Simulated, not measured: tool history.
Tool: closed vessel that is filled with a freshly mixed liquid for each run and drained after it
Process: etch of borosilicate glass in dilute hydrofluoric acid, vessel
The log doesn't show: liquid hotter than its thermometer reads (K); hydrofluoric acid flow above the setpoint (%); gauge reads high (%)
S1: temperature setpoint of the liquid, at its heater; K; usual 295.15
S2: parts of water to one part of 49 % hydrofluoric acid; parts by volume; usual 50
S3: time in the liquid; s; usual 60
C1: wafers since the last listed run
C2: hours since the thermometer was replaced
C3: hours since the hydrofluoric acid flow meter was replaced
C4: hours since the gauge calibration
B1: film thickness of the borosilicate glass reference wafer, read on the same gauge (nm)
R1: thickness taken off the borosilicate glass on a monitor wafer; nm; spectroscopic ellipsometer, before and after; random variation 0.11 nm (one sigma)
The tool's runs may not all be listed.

run 1 hour=0.0 | S1=295.15 S2=50 S3=60 | C1=0 C2=1083.6 C3=667.8 C4=152.8 | B1=69.99 | R1=28.86
run 2 hour=13.1 | S1=295.15 S2=50 S3=60 | C1=1906 C2=1096.7 C3=680.9 C4=165.9 | B1=70.00 | R1=28.95
run 3 hour=48.6 | S1=295.15 S2=50 S3=60 | C1=5167 C2=1132.2 C3=716.4 C4=201.4 | B1=70.00 | R1=28.93
run 4 hour=75.5 | S1=295.15 S2=50 S3=60 | C1=3915 C2=1159.1 C3=743.3 C4=228.3 | B1=69.98 | R1=29.12
run 5 hour=92.4 | S1=295.15 S2=50 S3=40 | C1=2460 C2=1176.0 C3=760.2 C4=245.2 | B1=70.03 | R1=19.35
run 6 hour=119.5 | S1=295.15 S2=50 S3=40 | C1=3944 C2=1203.1 C3=787.3 C4=272.3 | B1=69.99 | R1=19.36
run 7 hour=133.0 | S1=295.15 S2=50 S3=60 | C1=1965 C2=1216.6 C3=800.8 C4=285.8 | B1=69.99 | R1=28.97
-- hour=137.4 gauge calibrated
run 8 hour=153.1 | S1=295.15 S2=50 S3=60 | C1=2925 C2=1236.7 C3=820.9 C4=15.7 | B1=69.98 | R1=29.13
run 9 hour=174.5 | S1=300.15 S2=35 S3=75 | C1=3115 C2=1258.1 C3=842.3 C4=37.1 | B1=70.02 | R1=65.17
run 10 hour=194.9 | S1=296.65 S2=60 S3=30 | C1=2969 C2=1278.5 C3=862.7 C4=57.5 | B1=69.97 | R1=12.71
-- hour=224.7 thermometer replaced
run 11 hour=226.1 | S1=295.15 S2=55 S3=90 | C1=4396 C2=1.4 C3=893.9 C4=88.7 | B1=70.00 | R1=35.75
-- hour=241.6 hydrofluoric acid flow meter replaced
run 12 hour=242.1 | S1=295.15 S2=50 S3=60 | C1=2183 C2=17.4 C3=0.5 C4=104.7 | B1=69.98 | R1=26.58
run 13 hour=273.1 | S1=293.65 S2=50 S3=60 | C1=4512 C2=48.4 C3=31.5 C4=135.7 | B1=69.99 | R1=25.01
run 14 hour=302.5 | S1=290.65 S2=60 S3=35 | C1=4279 C2=77.8 C3=60.9 C4=165.1 | B1=70.01 | R1=10.57
run 15 hour=325.2 | S1=295.15 S2=40 S3=30 | C1=3304 C2=100.5 C3=83.6 C4=187.8 | B1=70.03 | R1=16.88

What the log doesn't show, run by run:
hydrofluoric acid flow above the setpoint (%): 0 in every run
gauge reads high (%): 0 in every run
H1: liquid hotter than its thermometer reads (K)
run=1 H1=2.26
run=2 H1=2.28
run=3 H1=2.34
run=4 H1=2.38
run=5 H1=2.41
run=6 H1=2.45
run=7 H1=2.47
run=8 H1=2.51
run=9 H1=2.54
run=10 H1=2.58
run=11 H1=0.101
run=12 H1=0.127
run=13 H1=0.178
run=14 H1=0.226
run=15 H1=0.263
